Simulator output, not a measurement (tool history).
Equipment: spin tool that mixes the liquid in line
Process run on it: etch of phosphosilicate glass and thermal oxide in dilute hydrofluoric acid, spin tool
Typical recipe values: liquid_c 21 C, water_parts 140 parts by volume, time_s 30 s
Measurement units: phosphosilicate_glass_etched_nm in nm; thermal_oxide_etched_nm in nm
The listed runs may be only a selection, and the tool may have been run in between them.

run     day  liquid_c  water_parts  time_s  wafers since the last listed run  hours since the thermometer was replaced  hours since the hydrofluoric acid flow meter was replaced  hours since the gauge calibration  read-back film thickness of the phosphosilicate glass reference wafer, read on the same gauge (nm)  read-back film thickness of the thermal oxide reference wafer, read on the same gauge (nm)  phosphosilicate_glass_etched_nm  thermal_oxide_etched_nm
  1       0        21          140      30                                 0                                    2030.4                                                     1497.1                              179.5                                                                                               70.01                                                                                      29.991                             9.38                    0.781
  2   1.138        21          140      30                               378                                    2057.7                                                     1524.4                              206.8                                                                                                  70                                                                                      29.984                             9.27                    0.744
  3   2.608        21          140      30                               488                                      2093                                                     1559.7                              242.1                                                                                               69.98                                                                                      29.956                             9.22                    0.811
  4   3.117        25          140      30                               168                                    2105.2                                                     1571.9                              254.3                                                                                               69.95                                                                                      29.983                            10.66                    0.849
  5   4.146        25          140      30                               342                                    2129.9                                                     1596.6                                279                                                                                               69.97                                                                                      30.019                            10.78                    0.891
  6   5.204        25          140      30                               351                                    2155.3                                                       1622                              304.4                                                                                               70.03                                                                                       30.05                            10.68                    0.889
  7   5.842        21          140      30                               211                                    2170.6                                                     1637.3                              319.7                                                                                               70.02                                                                                      29.998                             9.21                    0.761
  8   6.854        21          140      30                               336                                    2194.9                                                     1661.6                                344                                                                                               69.98                                                                                       29.99                             9.13                    0.745
  9   8.167        21          140      30                               436                                    2226.4                                                     1693.1                              375.5                                                                                               70.04                                                                                      29.991                             9.05                    0.709
 10   9.358        21          140      30                               396                                      2255                                                     1721.7                              404.1                                                                                               70.03                                                                                      29.979                             9.06                    0.737
 11  10.275        21          140      30                               304                                      2277                                                     1743.7                              426.1                                                                                               69.97                                                                                      30.019                             9.04                    0.749
 12  11.754        21          140      30                               491                                    2312.5                                                     1779.2                              461.6                                                                                               70.05                                                                                      29.987                             9.05                    0.758
 13  12.538        21          140      30                               260                                    2331.3                                                       1798                              480.4                                                                                               70.05                                                                                      29.999                             9.02                    0.753
 14  13.921        21          120      15                               459                                    2364.5                                                     1831.2                              513.6                                                                                                  70                                                                                      30.006                              5.4                    0.456
 15  14.779        25          140      30                               285                                    2385.1                                                     1851.8                              534.2                                                                                                  70                                                                                      30.001                            10.48                    0.922
 16   15.85        21          205      40                               355                                    2410.8                                                     1877.5                              559.9                                                                                               69.99                                                                                      30.021                             7.62                    0.657
     16.304  -- hydrofluoric acid flow meter replaced
 17  16.375        17           95      45                               160                                    2423.4                                                        1.7                              572.5                                                                                               69.98                                                                                      30.024                            20.53                    1.633
     16.854  -- thermometer replaced
 18   17.35        21          140      30                               310                                      11.9                                                       25.1                              595.9                                                                                               69.98                                                                                      29.999                            10.39                    0.907
 19  18.517      18.5          110      30                               387                                      39.9                                                       53.1                              623.9                                                                                               70.01                                                                                      29.945                            12.25                    1.095
 20  19.483      17.5          140      30                               321                                      63.1                                                       76.3                              647.1                                                                                               70.03                                                                                      29.982                             9.03                    0.769
     20.058  -- gauge calibrated
 21  20.525      25.5           95      20                               346                                      88.1                                                      101.3                               11.2                                                                                               70.01                                                                                      29.946                             12.8                    1.055
 22  21.896        17          165      30                               455                                       121                                                      134.2                               44.1                                                                                               69.98                                                                                      30.005                             7.27                    0.608
 23  23.138        21          140      30                               412                                     150.8                                                        164                               73.9                                                                                               70.02                                                                                      29.993                            10.32                    0.885
 24  24.038        21          140      30                               299                                     172.4                                                      185.6                               95.5                                                                                               69.98                                                                                      30.018                             10.2                    0.862
 25   24.55      17.5           90      40                               170                                     184.7                                                      197.9                              107.8                                                                                               70.04                                                                                      29.997                            19.54                    1.596
 26  25.896      17.5           90      40                               447                                       217                                                      230.2                              140.1                                                                                               70.01                                                                                      30.019                            19.48                    1.608

How the hidden state differs across the entries between the runs, from the last listed run before each to the first after it:
Between runs 16 and 17: hydrofluoric acid flow meter replaced (day 16.304)
  hydrofluoric acid flow below the setpoint (%): 12.7 -> 0.965
  measured value less the no-hidden-state value, phosphosilicate_glass_etched_nm: -1.38 -> -0.22 nm; thermal_oxide_etched_nm: -0.118 -> -0.018 nm
Between runs 17 and 18: thermometer replaced (day 16.854)
  hydrofluoric acid flow below the setpoint (%): 0.965 -> 1.1
  measured value less the no-hidden-state value, phosphosilicate_glass_etched_nm: -0.22 -> -0.13 nm; thermal_oxide_etched_nm: -0.018 -> -0.012 nm
Between runs 20 and 21: gauge calibrated (day 20.058)
  hydrofluoric acid flow below the setpoint (%): 1.39 -> 1.53
  measured value less the no-hidden-state value, phosphosilicate_glass_etched_nm: -0.15 -> -0.23 nm; thermal_oxide_etched_nm: -0.012 -> -0.018 nm
